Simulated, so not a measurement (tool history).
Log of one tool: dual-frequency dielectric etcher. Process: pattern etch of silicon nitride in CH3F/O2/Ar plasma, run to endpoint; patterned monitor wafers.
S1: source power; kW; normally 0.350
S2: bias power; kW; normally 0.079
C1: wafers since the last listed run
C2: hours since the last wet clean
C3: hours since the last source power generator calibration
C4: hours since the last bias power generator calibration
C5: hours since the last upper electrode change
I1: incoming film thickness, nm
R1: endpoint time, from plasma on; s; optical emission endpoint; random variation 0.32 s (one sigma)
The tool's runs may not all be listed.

run	day	S1	S2	C1	C2	C3	C4	C5	I1	R1
1	0.000	0.350	0.079	0	12.0	1663.9	852.0	2336.9	49.92	75.7
2	2.950	0.350	0.079	517	82.8	1734.7	922.8	2407.7	49.63	74.6
3	4.921	0.350	0.079	345	130.1	1782.0	970.1	2455.0	50.12	75.3
4	6.408	0.350	0.083	261	165.8	1817.7	1005.8	2490.7	49.71	72.9
5	8.088	0.350	0.083	294	206.1	1858.0	1046.1	2531.0	50.21	73.8
6	10.800	0.350	0.079	475	271.2	1923.1	1111.2	2596.1	49.58	74.0
7	11.942	0.350	0.079	200	298.6	1950.5	1138.6	2623.5	50.09	75.4
8	13.508	0.350	0.079	274	336.2	1988.1	1176.2	2661.1	49.83	74.3
9	16.412	0.350	0.079	509	405.9	2057.8	1245.9	2730.8	49.47	74.1
10	17.650	0.350	0.079	217	435.6	2087.5	1275.6	2760.5	50.31	75.0
11	19.921	0.350	0.079	398	490.1	2142.0	1330.1	2815.0	49.72	74.2
# day 22.929: upper electrode replaced
12	22.950	0.350	0.067	356	562.8	2214.7	1402.8	0.5	50.58	81.8
# day 23.350: source power generator calibrated
13	23.871	0.350	0.067	132	584.9	12.5	1424.9	22.6	49.84	79.7
# day 25.046: wet clean of the chamber
14	26.488	0.350	0.067	283	34.6	75.3	1487.7	85.4	50.58	81.3
15	28.892	0.350	0.079	421	92.3	133.0	1545.4	143.1	49.77	74.5
16	30.788	0.350	0.079	332	137.8	178.5	1590.9	188.6	50.56	74.9
17	32.750	0.350	0.079	344	184.9	225.6	1638.0	235.7	50.16	74.6
18	34.554	0.300	0.063	316	228.2	268.9	1681.3	279.0	50.39	88.2
19	36.367	0.260	0.090	318	271.7	312.4	1724.8	322.5	49.47	78.0
20	37.767	0.440	0.079	245	305.3	346.0	1758.4	356.1	49.92	68.0
21	39.138	0.350	0.079	240	338.2	378.9	1791.3	389.0	49.84	74.1
22	41.554	0.280	0.095	424	396.2	436.9	1849.3	447.0	49.82	74.4
23	44.083	0.420	0.097	443	456.9	497.6	1910.0	507.7	50.31	64.0
24	45.162	0.350	0.079	189	482.8	523.5	1935.9	533.6	49.66	73.9
# day 46.000: bias power generator calibrated
25	47.179	0.350	0.064	324	531.2	571.9	28.3	582.0	50.25	82.5
# day 49.012: wet clean of the chamber
26	49.321	0.350	0.079	200	7.4	623.3	79.7	633.4	49.97	74.7
27	51.729	0.350	0.089	422	65.2	681.1	137.5	691.2	50.21	71.5
28	54.325	0.440	0.097	455	127.5	743.4	199.8	753.5	49.75	62.8
29	56.100	0.280	0.071	311	170.1	786.0	242.4	796.1	49.93	85.3
30	58.888	0.400	0.097	489	237.0	852.9	309.3	863.0	49.98	64.8
31	59.950	0.350	0.079	186	262.5	878.4	334.8	888.5	49.77	74.5
32	61.967	0.350	0.079	353	310.9	926.8	383.2	936.9	50.06	75.0
33	63.612	0.350	0.079	288	350.4	966.3	422.7	976.4	49.91	74.8
34	64.946	0.350	0.079	233	382.4	998.3	454.7	1008.4	49.53	74.6

Forecast each of these 5 alternatives for the next run:
A	64.962	0.420	0.079	2	382.8	998.7	455.1	1008.8	49.72	?
B	64.962	0.390	0.079	2	382.8	998.7	455.1	1008.8	49.72	?
C	64.962	0.350	0.068	2	382.8	998.7	455.1	1008.8	49.72	?
D	64.962	0.350	0.066	2	382.8	998.7	455.1	1008.8	49.72	?
E	64.962	0.310	0.085	2	382.8	998.7	455.1	1008.8	49.72	?

run	R1
A	69.9
B	71.9
C	80.1
D	81.1
E	76.1
The same runs, with their run-to-run variation unchanged, on a tool lacking any hidden condition would have given:
run	R1
A	70.1
B	72.1
C	80.2
D	81.3
E	76.3

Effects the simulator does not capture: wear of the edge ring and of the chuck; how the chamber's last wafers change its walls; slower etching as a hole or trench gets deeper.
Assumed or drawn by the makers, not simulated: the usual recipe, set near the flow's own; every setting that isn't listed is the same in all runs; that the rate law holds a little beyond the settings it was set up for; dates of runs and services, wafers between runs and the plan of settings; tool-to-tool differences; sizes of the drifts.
